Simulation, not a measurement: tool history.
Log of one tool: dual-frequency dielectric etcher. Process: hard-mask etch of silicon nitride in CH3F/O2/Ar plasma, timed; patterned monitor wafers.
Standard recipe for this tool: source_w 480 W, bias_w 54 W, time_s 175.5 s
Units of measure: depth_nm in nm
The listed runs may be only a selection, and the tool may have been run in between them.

run     day  source_w  bias_w  time_s  read-back reference wafer on the same gauge, depth_nm  depth_nm
  1       0       480      54   175.5                                                  137.2     123.2
  2   1.729       480      54   175.5                                                  136.9     122.1
      5.488  -- wet clean of the chamber
  3   5.867       480      54   175.5                                                  136.9       126
  4   8.738       480      54   175.5                                                    137     125.5
  5  11.383       480      54   175.5                                                  137.3     125.7
  6  14.483       480      54   175.5                                                  137.4     123.5
  7  16.758       480      54   175.5                                                  136.9     123.7
  8  20.175       480      54   175.5                                                    137     123.4
       22.5  -- source power generator calibrated
      22.85  -- bias power generator calibrated
  9  23.017       480      54   175.5                                                  137.1     119.9
 10   25.45       480      54   175.5                                                  137.1     119.8
 11  29.621       480      54   175.5                                                  136.8     119.6
     33.912  -- wet clean of the chamber
 12  36.125       480      54   175.5                                                    137     124.5
 13  40.533       480      54   152.5                                                  137.1     106.9
 14  43.575       480      49     151                                                  136.9     101.4
 15  46.462       560      45   222.5                                                  136.8     149.8
 16  49.238       480      45   210.5                                                    137     133.1
     52.942  -- upper electrode replaced
 17  53.388       480      45   210.5                                                  136.7     132.2
 18  54.904       370      54     123                                                  136.6      77.5
 19  56.733       480      54   175.5                                                  136.9     120.3
 20  59.212       390      44   175.5                                                    137     101.7
     61.671  -- wet clean of the chamber
 21  62.788       480      54   175.5                                                  136.9     125.4
 22  65.558       480      54   175.5                                                  136.8     124.4
     66.654  -- gauge calibrated
 23  67.158       410      63   221.5                                                  136.6     160.4
 24  71.512       570      47     154                                                    137     107.2
 25    74.7       600      54     190                                                    137     144.6
 26  78.875       430      45   125.5                                                    137      75.9
 27  83.292       360      59   160.5                                                  137.1     105.7
 28    85.7       480      54   175.5                                                  136.9     121.4
     90.742  -- wet clean of the chamber
 29  96.754       480      54   175.5                                                  137.2     124.8

Predict each of these 4 candidate next runs independently; none follows another, all start after run 29:
  A  96.775       480      54   175.5                                                      ?         ?
  B  96.775       440      46   175.5                                                      ?         ?
  C  96.775       410      54   152.5                                                      ?         ?
  D  96.775       530      54   175.5                                                      ?         ?

run  read-back reference wafer on the same gauge, depth_nm  depth_nm
  A                                                  137.2     125.1
  B                                                  137.2     111.4
  C                                                  137.2     102.7
  D                                                  137.2     129.8
The same runs, with their run-to-run variation unchanged, on a tool lacking any hidden condition would have given:
run  depth_nm
  A     122.6
  B     109.4
  C     100.6
  D     127.2

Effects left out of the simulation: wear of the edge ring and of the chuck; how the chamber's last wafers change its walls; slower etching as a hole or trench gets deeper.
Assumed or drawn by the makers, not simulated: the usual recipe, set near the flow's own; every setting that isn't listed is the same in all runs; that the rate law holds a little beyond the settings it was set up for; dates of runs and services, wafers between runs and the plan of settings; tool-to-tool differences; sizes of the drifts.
